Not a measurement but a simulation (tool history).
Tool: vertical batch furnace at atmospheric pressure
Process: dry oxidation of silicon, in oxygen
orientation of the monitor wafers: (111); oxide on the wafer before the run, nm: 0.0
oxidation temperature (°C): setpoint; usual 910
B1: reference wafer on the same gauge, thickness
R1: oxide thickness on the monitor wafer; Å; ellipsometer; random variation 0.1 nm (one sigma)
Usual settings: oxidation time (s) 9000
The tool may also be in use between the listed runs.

Run 1, hour 0: usual settings but oxidation time (s) 12420; B1 70.07. Result: R1 773 Å.
Run 2, hour 12.2: usual settings; B1 70.17. Result: R1 616.6 Å.
Run 3, hour 40.5: usual settings; B1 70.1. Result: R1 617.3 Å.
Run 4, hour 66.8: usual settings; B1 70.15. Result: R1 618.7 Å.
Run 5, hour 94.4: usual settings; B1 70.12. Result: R1 616.9 Å.
Run 6, hour 113.4: usual settings; B1 70.1. Result: R1 619 Å.
At hour 133.1: gauge calibrated.
At hour 179.1: thermocouples replaced and temperature profile calibrated.
At hour 219.8: boat lift adjusted.
Run 7, hour 220.3: usual settings but oxidation temperature (°C) 897, oxidation time (s) 6780; B1 70.13. Result: R1 426.2 Å.
Run 8, hour 227.5: usual settings but oxidation temperature (°C) 897, oxidation time (s) 6780; B1 70.05. Result: R1 425.3 Å.
Run 9, hour 234.6: usual settings; B1 70.11. Result: R1 591.5 Å.
Run 10, hour 260.4: usual settings but oxidation time (s) 11940; B1 70.13. Result: R1 721.8 Å.
Run 11, hour 275.6: usual settings but oxidation temperature (°C) 890, oxidation time (s) 12240; B1 70.11. Result: R1 597.4 Å.
Run 12, hour 298.2: usual settings but oxidation temperature (°C) 923, oxidation time (s) 13380; B1 70.06. Result: R1 883.9 Å.
Run 13, hour 327.2: usual settings but oxidation temperature (°C) 923, oxidation time (s) 6240; B1 70.1. Result: R1 520.9 Å.
Run 14, hour 347: usual settings but oxidation temperature (°C) 887, oxidation time (s) 10200; B1 70.13. Result: R1 513.1 Å.
Run 15, hour 374.5: usual settings; B1 70.06. Result: R1 592.8 Å.
Run 16, hour 428.4: usual settings but oxidation temperature (°C) 927; B1 70.11. Result: R1 702.7 Å.
Run 17, hour 439.2: usual settings but oxidation temperature (°C) 934, oxidation time (s) 7350; B1 70.12. Result: R1 646.9 Å.

Forecast each of these 3 alternatives for the next run:
Run A, hour 446.4: usual settings but oxidation time (s) 4530; B1 ?. Result: R1 ?.
Run B, hour 446.4: usual settings but oxidation temperature (°C) 916, oxidation time (s) 4560; B1 ?. Result: R1 ?.
Run C, hour 446.4: usual settings but oxidation temperature (°C) 887, oxidation time (s) 11910; B1 ?. Result: R1 ?.

run     B1     R1
  A  70.14  367.4
  B  70.14  391.9
  C  70.14  569.6
Without the tool's hidden state the same runs would have given:
run     R1
  A  365.7
  B  390.1
  C  566.8
